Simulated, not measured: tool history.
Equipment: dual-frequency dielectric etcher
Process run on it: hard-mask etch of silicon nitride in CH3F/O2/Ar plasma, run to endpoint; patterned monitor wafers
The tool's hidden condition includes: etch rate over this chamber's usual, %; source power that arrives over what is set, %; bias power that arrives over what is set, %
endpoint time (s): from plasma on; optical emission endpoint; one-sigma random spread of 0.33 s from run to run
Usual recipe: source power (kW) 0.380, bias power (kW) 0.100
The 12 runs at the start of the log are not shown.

run	hour	source power (kW)	bias power (kW)	wafers since the last listed run	hours since the last wet clean	hours since the last source power generator calibration	hours since the last bias power generator calibration	hours since the last upper electrode change	incoming incoming film thickness, nm	endpoint time (s)
13	1051.0	0.340	0.091	462	256.9	543.8	4020.1	565.6	31.19	45.8
# hour 1087.5: bias power generator calibrated
14	1094.4	0.410	0.110	449	300.3	587.2	6.9	609.0	30.80	39.5
15	1149.2	0.450	0.092	624	355.1	642.0	61.7	663.8	30.76	41.3
16	1206.9	0.310	0.117	657	412.8	699.7	119.4	721.5	30.86	43.4
17	1302.9	0.380	0.100	1094	508.8	795.7	215.4	817.5	30.89	43.4
18	1344.9	0.450	0.106	478	550.8	837.7	257.4	859.5	31.29	40.8
# hour 1383.4: wet clean of the chamber
19	1390.9	0.380	0.117	250	7.5	883.7	303.4	905.5	30.61	39.0
20	1494.4	0.280	0.100	1179	111.0	987.2	406.9	1009.0	31.05	46.3
21	1549.7	0.380	0.100	630	166.3	1042.5	462.2	1064.3	30.72	42.0
22	1621.9	0.380	0.100	822	238.5	1114.7	534.4	1136.5	30.96	42.7
23	1927.0	0.350	0.120	3477	543.6	1419.8	839.5	1441.6	30.70	41.2
24	1974.6	0.320	0.084	542	591.2	1467.4	887.1	1489.2	30.91	49.7
# hour 2050.8: wet clean of the chamber
25	2073.6	0.380	0.100	854	22.8	1566.4	986.1	1588.2	30.85	41.9
26	2123.5	0.340	0.125	568	72.7	1616.3	1036.0	1638.1	30.83	39.5
27	2172.3	0.380	0.117	556	121.5	1665.1	1084.8	1686.9	31.24	40.0
28	2212.7	0.420	0.084	460	161.9	1705.5	1125.2	1727.3	30.67	44.1
29	2275.4	0.380	0.100	714	224.6	1768.2	1187.9	1790.0	31.03	43.0
30	2377.7	0.470	0.094	1165	326.9	1870.5	1290.2	1892.3	31.08	41.4
31	2426.1	0.380	0.087	551	375.3	1918.9	1338.6	1940.7	30.74	45.5
32	2463.0	0.460	0.122	420	412.2	1955.8	1375.5	1977.6	30.72	36.9
# hour 2482.3: source power generator calibrated
33	2551.0	0.380	0.100	957	500.2	68.7	1463.5	2065.6	30.90	43.5
34	2620.1	0.330	0.090	787	569.3	137.8	1532.6	2134.7	30.97	47.6

What if the next run were any one of these 5? Each begins from the tool's condition after run 34:
A	2620.5	0.380	0.100	4	569.7	138.2	1533.0	2135.1	30.87	?
B	2620.5	0.430	0.079	4	569.7	138.2	1533.0	2135.1	30.87	?
C	2620.5	0.290	0.117	4	569.7	138.2	1533.0	2135.1	30.87	?
D	2620.5	0.380	0.086	4	569.7	138.2	1533.0	2135.1	30.87	?
E	2620.5	0.380	0.114	4	569.7	138.2	1533.0	2135.1	30.87	?

run	endpoint time (s)
A	42.8
B	45.5
C	43.5
D	45.7
E	40.4
Without the tool's hidden state the same runs would have given:
run	endpoint time (s)
A	40.7
B	43.3
C	41.3
D	43.4
E	38.4
